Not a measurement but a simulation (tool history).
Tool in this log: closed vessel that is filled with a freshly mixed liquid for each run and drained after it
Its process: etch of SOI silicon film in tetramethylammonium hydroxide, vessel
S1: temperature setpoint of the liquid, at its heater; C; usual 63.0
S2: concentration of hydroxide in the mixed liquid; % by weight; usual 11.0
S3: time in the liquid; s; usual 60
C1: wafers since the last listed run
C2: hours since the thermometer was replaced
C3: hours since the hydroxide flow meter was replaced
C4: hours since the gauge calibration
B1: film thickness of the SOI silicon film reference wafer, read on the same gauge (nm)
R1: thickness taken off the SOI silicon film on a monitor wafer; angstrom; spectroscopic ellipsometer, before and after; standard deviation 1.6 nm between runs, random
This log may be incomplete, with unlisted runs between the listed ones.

Run 1, hour 0.0: usual settings but S3 80 s; C1 0; C2 455.2; C3 317.2; C4 907.9; B1 136.57. Result: R1 3430.0 angstrom.
Run 2, hour 86.2: usual settings but S1 65.0 C; C1 8544; C2 541.4; C3 403.4; C4 994.1; B1 136.36. Result: R1 2908.7 angstrom.
Run 3, hour 170.9: usual settings; C1 8396; C2 626.1; C3 488.1; C4 1078.8; B1 136.23. Result: R1 2579.7 angstrom.
Run 4, hour 228.2: usual settings; C1 5679; C2 683.4; C3 545.4; C4 1136.1; B1 136.14. Result: R1 2557.6 angstrom.
Run 5, hour 318.2: usual settings; C1 8921; C2 773.4; C3 635.4; C4 1226.1; B1 135.99. Result: R1 2583.0 angstrom.
At hour 366.5: thermometer replaced.
Run 6, hour 377.4: usual settings; C1 5769; C2 10.9; C3 694.6; C4 1285.3; B1 135.91. Result: R1 2561.8 angstrom.
Run 7, hour 483.4: usual settings; C1 10507; C2 116.9; C3 800.6; C4 1391.3; B1 135.80. Result: R1 2584.7 angstrom.
Run 8, hour 525.6: usual settings; C1 4183; C2 159.1; C3 842.8; C4 1433.5; B1 135.74. Result: R1 2570.7 angstrom.
Run 9, hour 617.6: usual settings; C1 9119; C2 251.1; C3 934.8; C4 1525.5; B1 135.66. Result: R1 2600.7 angstrom.
Run 10, hour 705.1: usual settings but S2 12.5 % by weight; C1 8673; C2 338.6; C3 1022.3; C4 1613.0; B1 135.65. Result: R1 2435.6 angstrom.
Run 11, hour 936.7: usual settings but S2 12.5 % by weight; C1 22957; C2 570.2; C3 1253.9; C4 1844.6; B1 135.46. Result: R1 2422.2 angstrom.
Run 12, hour 1115.7: usual settings but S1 69.5 C, S3 35 s; C1 17743; C2 749.2; C3 1432.9; C4 2023.6; B1 135.41. Result: R1 2230.2 angstrom.
At hour 1132.6: thermometer replaced.
Run 13, hour 1211.3: usual settings; C1 9377; C2 78.7; C3 1528.5; C4 2119.2; B1 135.34. Result: R1 2539.7 angstrom.
At hour 1225.3: hydroxide flow meter replaced.
At hour 1275.5: gauge calibrated.
Run 14, hour 1300.5: usual settings but S1 68.5 C, S3 50 s; C1 8742; C2 167.9; C3 75.2; C4 25.0; B1 139.46. Result: R1 3059.0 angstrom.
Run 15, hour 1370.4: usual settings but S1 60.5 C, S2 10.0 % by weight, S3 40 s; C1 6928; C2 237.8; C3 145.1; C4 94.9; B1 138.92. Result: R1 1523.9 angstrom.
Run 16, hour 1427.3: usual settings but S1 58.5 C, S2 10.0 % by weight, S3 30 s; C1 5640; C2 294.7; C3 202.0; C4 151.8; B1 138.59. Result: R1 1015.2 angstrom.
Run 17, hour 1465.6: usual settings; C1 3796; C2 333.0; C3 240.3; C4 190.1; B1 138.24. Result: R1 2611.2 angstrom.
Run 18, hour 1563.1: usual settings but S1 59.5 C; C1 9664; C2 430.5; C3 337.8; C4 287.6; B1 137.72. Result: R1 2075.1 angstrom.
Run 19, hour 1670.3: usual settings but S1 59.0 C, S3 45 s; C1 10626; C2 537.7; C3 445.0; C4 394.8; B1 137.16. Result: R1 1518.5 angstrom.
Run 20, hour 1735.8: usual settings but S1 69.5 C, S2 9.5 % by weight, S3 50 s; C1 6492; C2 603.2; C3 510.5; C4 460.3; B1 136.89. Result: R1 3371.7 angstrom.
Run 21, hour 1810.1: usual settings; C1 7365; C2 677.5; C3 584.8; C4 534.6; B1 136.57. Result: R1 2555.3 angstrom.
Run 22, hour 1892.3: usual settings but S1 58.5 C, S2 8.5 % by weight, S3 85 s; C1 8148; C2 759.7; C3 667.0; C4 616.8; B1 136.26. Result: R1 3047.1 angstrom.
At hour 1978.7: thermometer replaced.
Run 23, hour 2006.0: usual settings but S1 56.0 C, S3 40 s; C1 11171; C2 27.3; C3 780.7; C4 730.5; B1 135.94. Result: R1 1101.0 angstrom.

The tool's hidden state at each run:
liquid colder than its thermometer reads (K): 0 at every run
hydroxide flow below the setpoint (%): 0 at every run
H1: gauge reads high (%)
run      H1
  1   -2.46
  2   -2.59
  3    -2.7
  4   -2.76
  5   -2.86
  6   -2.91
  7      -3
  8   -3.03
  9   -3.09
 10   -3.14
 11   -3.25
 12   -3.31
 13   -3.34
 14  -0.374
 15  -0.762
 16   -1.05
 17   -1.23
 18   -1.64
 19   -2.03
 20   -2.24
 21   -2.46
 22   -2.67
 23   -2.92

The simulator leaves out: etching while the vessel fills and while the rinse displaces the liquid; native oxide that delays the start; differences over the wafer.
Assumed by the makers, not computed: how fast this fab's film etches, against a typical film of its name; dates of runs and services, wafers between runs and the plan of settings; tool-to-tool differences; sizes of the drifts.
